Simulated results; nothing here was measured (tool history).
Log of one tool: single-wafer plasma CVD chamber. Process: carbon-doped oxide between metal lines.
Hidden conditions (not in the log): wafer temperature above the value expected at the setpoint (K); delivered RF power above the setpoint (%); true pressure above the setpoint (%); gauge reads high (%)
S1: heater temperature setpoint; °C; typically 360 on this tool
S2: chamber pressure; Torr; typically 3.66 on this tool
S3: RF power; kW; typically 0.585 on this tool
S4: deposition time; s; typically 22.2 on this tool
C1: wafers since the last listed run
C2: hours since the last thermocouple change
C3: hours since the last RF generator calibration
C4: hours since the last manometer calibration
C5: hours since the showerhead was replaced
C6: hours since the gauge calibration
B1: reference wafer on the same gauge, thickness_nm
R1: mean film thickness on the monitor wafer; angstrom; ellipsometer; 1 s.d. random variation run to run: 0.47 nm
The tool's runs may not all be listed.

run 1 hour=0 | S1=360 S2=3.66 S3=0.585 S4=22.2 | C1=0 C2=1153.8 C3=513.5 C4=669.3 C5=3589.1 C6=1341.2 | B1=112.955 | R1=1030.11
-- hour=5.1 gauge calibrated
run 2 hour=46.4 | S1=360 S2=3.66 S3=0.585 S4=18.8 | C1=1065 C2=1200.2 C3=559.9 C4=715.7 C5=3635.5 C6=41.3 | B1=113.069 | R1=882.18
run 3 hour=147 | S1=360 S2=3.66 S3=0.585 S4=22.2 | C1=2309 C2=1300.8 C3=660.5 C4=816.3 C5=3736.1 C6=141.9 | B1=112.948 | R1=1030.12
run 4 hour=218.1 | S1=360 S2=3.66 S3=0.585 S4=22.2 | C1=1632 C2=1371.9 C3=731.6 C4=887.4 C5=3807.2 C6=213 | B1=112.763 | R1=1022.02
-- hour=289.4 capacitance manometer re-zeroed and calibrated
run 5 hour=311.5 | S1=353 S2=3.66 S3=0.585 S4=22.2 | C1=1960 C2=1465.3 C3=825 C4=22.1 C5=3900.6 C6=306.4 | B1=113.023 | R1=1044.85
run 6 hour=356.7 | S1=353 S2=3.66 S3=0.585 S4=22.2 | C1=1037 C2=1510.5 C3=870.2 C4=67.3 C5=3945.8 C6=351.6 | B1=113.008 | R1=1041.49
run 7 hour=440.7 | S1=353 S2=3.66 S3=0.585 S4=22.2 | C1=1928 C2=1594.5 C3=954.2 C4=151.3 C5=4029.8 C6=435.6 | B1=113.074 | R1=1048.68
run 8 hour=510.1 | S1=360 S2=3.66 S3=0.61 S4=20.3 | C1=1593 C2=1663.9 C3=1023.6 C4=220.7 C5=4099.2 C6=505 | B1=112.805 | R1=965
run 9 hour=571.5 | S1=360 S2=3.66 S3=0.61 S4=20.3 | C1=1409 C2=1725.3 C3=1085 C4=282.1 C5=4160.6 C6=566.4 | B1=113.098 | R1=959.3
run 10 hour=624.6 | S1=360 S2=3.97 S3=0.585 S4=22.2 | C1=1219 C2=1778.4 C3=1138.1 C4=335.2 C5=4213.7 C6=619.5 | B1=112.917 | R1=1015.81
run 11 hour=684.5 | S1=360 S2=3.97 S3=0.585 S4=22.2 | C1=1375 C2=1838.3 C3=1198 C4=395.1 C5=4273.6 C6=679.4 | B1=113.144 | R1=1014.96
run 12 hour=732.7 | S1=360 S2=3.66 S3=0.585 S4=22.2 | C1=1106 C2=1886.5 C3=1246.2 C4=443.3 C5=4321.8 C6=727.6 | B1=113.027 | R1=1000.92
run 13 hour=976.1 | S1=360 S2=3.66 S3=0.585 S4=22.2 | C1=5588 C2=2129.9 C3=1489.6 C4=686.7 C5=4565.2 C6=971 | B1=113.141 | R1=992.21
run 14 hour=1018.7 | S1=360 S2=4.29 S3=0.515 S4=22.2 | C1=978 C2=2172.5 C3=1532.2 C4=729.3 C5=4607.8 C6=1013.6 | B1=112.934 | R1=879.56
run 15 hour=1112.6 | S1=360 S2=3.66 S3=0.585 S4=22.2 | C1=2156 C2=2266.4 C3=1626.1 C4=823.2 C5=4701.7 C6=1107.5 | B1=113.198 | R1=973.54
-- hour=1179.6 RF generator calibrated
run 16 hour=1208.4 | S1=360 S2=3.66 S3=0.61 S4=20.3 | C1=2015 C2=2362.2 C3=28.8 C4=919 C5=4797.5 C6=1203.3 | B1=112.984 | R1=888.09
run 17 hour=1299 | S1=360 S2=3.66 S3=0.585 S4=22.2 | C1=2080 C2=2452.8 C3=119.4 C4=1009.6 C5=4888.1 C6=1293.9 | B1=113.12 | R1=938.65
-- hour=1316 gauge calibrated
-- hour=1371 showerhead replaced
-- hour=1382 thermocouple changed; heater temperature recalibrated
run 18 hour=1382.5 | S1=360 S2=3.66 S3=0.625 S4=25.7 | C1=1549 C2=0.5 C3=202.9 C4=1093.1 C5=11.5 C6=66.5 | B1=113.082 | R1=1153.3
-- hour=1448.5 capacitance manometer re-zeroed and calibrated
-- hour=1454.8 RF generator calibrated, repeated, since the last time left the tool worse
run 19 hour=1538.6 | S1=360 S2=3.66 S3=0.585 S4=22.2 | C1=3255 C2=156.6 C3=83.8 C4=90.1 C5=167.6 C6=222.6 | B1=113.194 | R1=1032.66
run 20 hour=1576.4 | S1=353 S2=4.43 S3=0.585 S4=26.6 | C1=867 C2=194.4 C3=121.6 C4=127.9 C5=205.4 C6=260.4 | B1=112.844 | R1=1291.67
run 21 hour=1624.7 | S1=360 S2=3.66 S3=0.49 S4=22.2 | C1=1109 C2=242.7 C3=169.9 C4=176.2 C5=253.7 C6=308.7 | B1=112.873 | R1=877.86
run 22 hour=1722.5 | S1=360 S2=3.66 S3=0.585 S4=26.2 | C1=2245 C2=340.5 C3=267.7 C4=274 C5=351.5 C6=406.5 | B1=113.295 | R1=1218.93
run 23 hour=1771.6 | S1=360 S2=4.28 S3=0.585 S4=22.2 | C1=1127 C2=389.6 C3=316.8 C4=323.1 C5=400.6 C6=455.6 | B1=112.9 | R1=1049.13
run 24 hour=1832.1 | S1=360 S2=3.66 S3=0.585 S4=22.2 | C1=1389 C2=450.1 C3=377.3 C4=383.6 C5=461.1 C6=516.1 | B1=112.946 | R1=1042.17
run 25 hour=1878.4 | S1=369 S2=3.9 S3=0.585 S4=18 | C1=1063 C2=496.4 C3=423.6 C4=429.9 C5=507.4 C6=562.4 | B1=113.047 | R1=824.39
run 26 hour=1941 | S1=360 S2=3.03 S3=0.515 S4=24.3 | C1=1437 C2=559 C3=486.2 C4=492.5 C5=570 C6=625 | B1=112.904 | R1=982.71
run 27 hour=2010.6 | S1=360 S2=4.29 S3=0.495 S4=22.2 | C1=1598 C2=628.6 C3=555.8 C4=562.1 C5=639.6 C6=694.6 | B1=113.099 | R1=888.68
run 28 hour=2076.6 | S1=360 S2=3.66 S3=0.635 S4=19.5 | C1=1515 C2=694.6 C3=621.8 C4=628.1 C5=705.6 C6=760.6 | B1=113.31 | R1=969.11
run 29 hour=2161.2 | S1=360 S2=3.66 S3=0.53 S4=20.9 | C1=1942 C2=779.2 C3=706.4 C4=712.7 C5=790.2 C6=845.2 | B1=113.06 | R1=882.28

How would selected steps in R1 from run to run divide? Give the signed amount a tool lacking its hidden state would still show from settings, what came in and random variation, and the signed amount left for the hidden state, including any gauge scatter that is not in both of the compared results.
Run 15 -> 16: S3 0.585 -> 0.61, S4 22.2 -> 20.3, RF generator calibrated. R1 -85.45 angstrom: hidden state -30.56, all else -54.89.
Run 18 -> 19: S3 0.625 -> 0.585, S4 25.7 -> 22.2, capacitance manometer re-zeroed and calibrated, RF generator calibrated, repeated, since the last time left the tool worse. R1 -120.64 angstrom: hidden state +116.95, all else -237.59.
Run 20 -> 21: S1 353 -> 360, S2 4.43 -> 3.66, S3 0.585 -> 0.49, S4 26.6 -> 22.2. R1 -413.81 angstrom: hidden state +0.21, all else -414.02.
Run 21 -> 22: S3 0.49 -> 0.585, S4 22.2 -> 26.2. R1 +341.07 angstrom: hidden state -1.47, all else +342.54.
